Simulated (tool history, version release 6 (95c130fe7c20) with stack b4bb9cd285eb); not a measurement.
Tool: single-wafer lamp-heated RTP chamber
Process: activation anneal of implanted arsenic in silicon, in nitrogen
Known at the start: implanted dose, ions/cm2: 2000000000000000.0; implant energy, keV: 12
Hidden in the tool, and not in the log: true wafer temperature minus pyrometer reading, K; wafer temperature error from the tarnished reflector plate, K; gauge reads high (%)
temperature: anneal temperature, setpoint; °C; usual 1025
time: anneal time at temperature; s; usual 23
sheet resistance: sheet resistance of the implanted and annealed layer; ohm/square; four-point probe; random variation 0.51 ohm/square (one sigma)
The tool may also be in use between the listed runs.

run	hour	temperature	time	wafers since the last listed run	wafers since the last pyrometer calibration	wafers since the reflector plate was cleaned	hours since the gauge calibration	read-back reference wafer on the same gauge, sheet resistance	sheet resistance
1	0	1025	19	0	1271	320	413.3	121.92	110.05
2	40.3	1025	19	776	2048	1097	453.6	121.79	108.83
3	73.6	1025	31	642	2690	1739	486.9	122.03	97.78
# hour 85.6: gauge calibrated
# hour 129.4: pyrometer window cleaned and pyrometer calibrated
4	129.9	1025	31	931	10	2670	44.3	122.05	96.29
5	151.3	1025	18	412	422	3083	65.7	121.91	109.18
6	187.5	1025	23	697	1120	3781	101.9	121.98	102.62
7	224	1025	23	703	1824	4485	138.4	121.96	102.49
8	275	1010	32	983	2807	5468	189.4	122.06	105.75
9	328.6	1025	23	1033	3841	6501	243	121.83	101.52
# hour 372.1: pyrometer window cleaned and pyrometer calibrated
10	395.5	1043	14	1135	451	7637	309.9	121.98	101.65
# hour 406.6: reflector plate cleaned
11	466.9	1013	23	1222	1673	1163	381.3	121.99	106.84
12	503.2	1025	19	699	2373	1863	417.6	121.94	103.95
# hour 506.3: gauge calibrated
# hour 527: reflector plate cleaned, repeated, since the last time left the tool worse
13	547.2	1041	13	694	3067	389	40.9	122.03	108.15
# hour 597.9: pyrometer window cleaned and pyrometer calibrated
14	618.8	1025	23	1226	403	1615	112.5	121.86	103.65
15	681.8	1025	17	1214	1618	2829	175.5	122.05	112.04
16	715.9	1006	14	657	2275	3487	209.6	121.95	132.45

Hidden state or all else? Some run-to-run changes of sheet resistance, split into what the settings, what came in and random variation would give without the hidden state, and what is left for the hidden state (with any gauge scatter that isn't in both results):
Run 12 -> 13: temperature 1025 -> 1041, time 19 -> 13, gauge calibrated, reflector plate cleaned, repeated, since the last time left the tool worse. sheet resistance +4.2 ohm/square: hidden state +5.57, all else -1.37.
Run 15 -> 16: temperature 1025 -> 1006, time 17 -> 14. sheet resistance +20.41 ohm/square: hidden state -0.31, all else +20.72.
